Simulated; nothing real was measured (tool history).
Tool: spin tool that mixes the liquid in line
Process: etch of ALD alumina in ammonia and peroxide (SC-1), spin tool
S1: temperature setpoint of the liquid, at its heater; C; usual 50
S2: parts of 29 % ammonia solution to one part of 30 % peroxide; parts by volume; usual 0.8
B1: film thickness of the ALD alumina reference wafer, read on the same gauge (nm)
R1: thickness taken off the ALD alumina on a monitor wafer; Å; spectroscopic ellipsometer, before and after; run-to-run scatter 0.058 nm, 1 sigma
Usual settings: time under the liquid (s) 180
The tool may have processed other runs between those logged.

{"run": 1, "hour": 0.0, "S1": 50, "S2": 0.8, "time under the liquid (s)": 180, "B1": 129.98, "R1": 96.8}
{"hour": 7.5, "done": "new drum of ammonia solution connected"}
{"run": 2, "hour": 25.1, "S1": 50, "S2": 0.8, "time under the liquid (s)": 155, "B1": 130.02, "R1": 84.3}
{"run": 3, "hour": 76.7, "S1": 50, "S2": 0.8, "time under the liquid (s)": 215, "B1": 129.98, "R1": 116.1}
{"run": 4, "hour": 136.3, "S1": 50, "S2": 0.8, "time under the liquid (s)": 215, "B1": 129.99, "R1": 115.4}
{"run": 5, "hour": 182.2, "S1": 50, "S2": 0.8, "time under the liquid (s)": 215, "B1": 129.96, "R1": 114.9}
{"run": 6, "hour": 206.6, "S1": 50, "S2": 0.8, "time under the liquid (s)": 180, "B1": 129.99, "R1": 97.1}
{"hour": 234.3, "done": "heated supply line repaired"}
{"run": 7, "hour": 312.0, "S1": 50, "S2": 0.8, "time under the liquid (s)": 180, "B1": 130, "R1": 97.5}
{"run": 8, "hour": 342.3, "S1": 50, "S2": 0.8, "time under the liquid (s)": 180, "B1": 130, "R1": 96.6}
{"run": 9, "hour": 406.4, "S1": 50, "S2": 0.8, "time under the liquid (s)": 180, "B1": 129.96, "R1": 96.6}
{"run": 10, "hour": 438.8, "S1": 50, "S2": 0.8, "time under the liquid (s)": 180, "B1": 129.96, "R1": 96.2}
{"run": 11, "hour": 484.8, "S1": 50, "S2": 0.8, "time under the liquid (s)": 140, "B1": 130, "R1": 74.5}
{"run": 12, "hour": 539.6, "S1": 50, "S2": 0.8, "time under the liquid (s)": 180, "B1": 130.02, "R1": 96.1}
{"hour": 545.8, "done": "gauge calibrated"}
{"hour": 580.4, "done": "thermometer replaced"}
{"run": 13, "hour": 597.8, "S1": 55.5, "S2": 0.8, "time under the liquid (s)": 180, "B1": 129.99, "R1": 132.5}
{"run": 14, "hour": 622.2, "S1": 50, "S2": 0.8, "time under the liquid (s)": 180, "B1": 129.99, "R1": 98.1}
{"run": 15, "hour": 649.1, "S1": 50, "S2": 0.9, "time under the liquid (s)": 180, "B1": 129.97, "R1": 98}
{"run": 16, "hour": 676.1, "S1": 50, "S2": 0.45, "time under the liquid (s)": 180, "B1": 130.04, "R1": 92.7}
{"run": 17, "hour": 720.3, "S1": 47, "S2": 0.8, "time under the liquid (s)": 180, "B1": 129.99, "R1": 83.3}
{"hour": 766.5, "done": "new drum of ammonia solution connected"}
{"run": 18, "hour": 791.9, "S1": 44, "S2": 0.8, "time under the liquid (s)": 75, "B1": 130, "R1": 29.2}
{"hour": 827.7, "done": "ammonia flow meter replaced"}
{"run": 19, "hour": 842.0, "S1": 54, "S2": 0.6, "time under the liquid (s)": 215, "B1": 130, "R1": 139.8}
{"run": 20, "hour": 896.6, "S1": 41.5, "S2": 1.2, "time under the liquid (s)": 80, "B1": 130.03, "R1": 28}
{"run": 21, "hour": 946.4, "S1": 45.5, "S2": 0.5, "time under the liquid (s)": 265, "B1": 129.99, "R1": 106.5}
{"run": 22, "hour": 973.9, "S1": 56.5, "S2": 1.15, "time under the liquid (s)": 90, "B1": 129.97, "R1": 71.3}
{"run": 23, "hour": 999.9, "S1": 43.5, "S2": 0.8, "time under the liquid (s)": 180, "B1": 130.02, "R1": 67.2}
{"run": 24, "hour": 1083.9, "S1": 50, "S2": 0.95, "time under the liquid (s)": 220, "B1": 129.96, "R1": 121.2}
{"run": 25, "hour": 1135.8, "S1": 44, "S2": 0.8, "time under the liquid (s)": 75, "B1": 130, "R1": 29}

4 ways to go on from here, each from the tool as it stands after run 25. What would each give?
{"run": "A", "hour": 1136.3, "S1": 50, "S2": 0.8, "time under the liquid (s)": 180, "B1": "?", "R1": "?"}
{"run": "B", "hour": 1136.3, "S1": 57.5, "S2": 0.8, "time under the liquid (s)": 225, "B1": "?", "R1": "?"}
{"run": "C", "hour": 1136.3, "S1": 54, "S2": 1.1, "time under the liquid (s)": 125, "B1": "?", "R1": "?"}
{"run": "D", "hour": 1136.3, "S1": 58, "S2": 0.8, "time under the liquid (s)": 225, "B1": "?", "R1": "?"}

run=A B1=130 R1=96.9
run=B B1=130 R1=181.3
run=C B1=130 R1=86.2
run=D B1=130 R1=186.1
What these runs would have given with no unlogged condition in the tool:
run=A R1=98.6
run=B R1=184.2
run=C R1=87.7
run=D R1=189.1
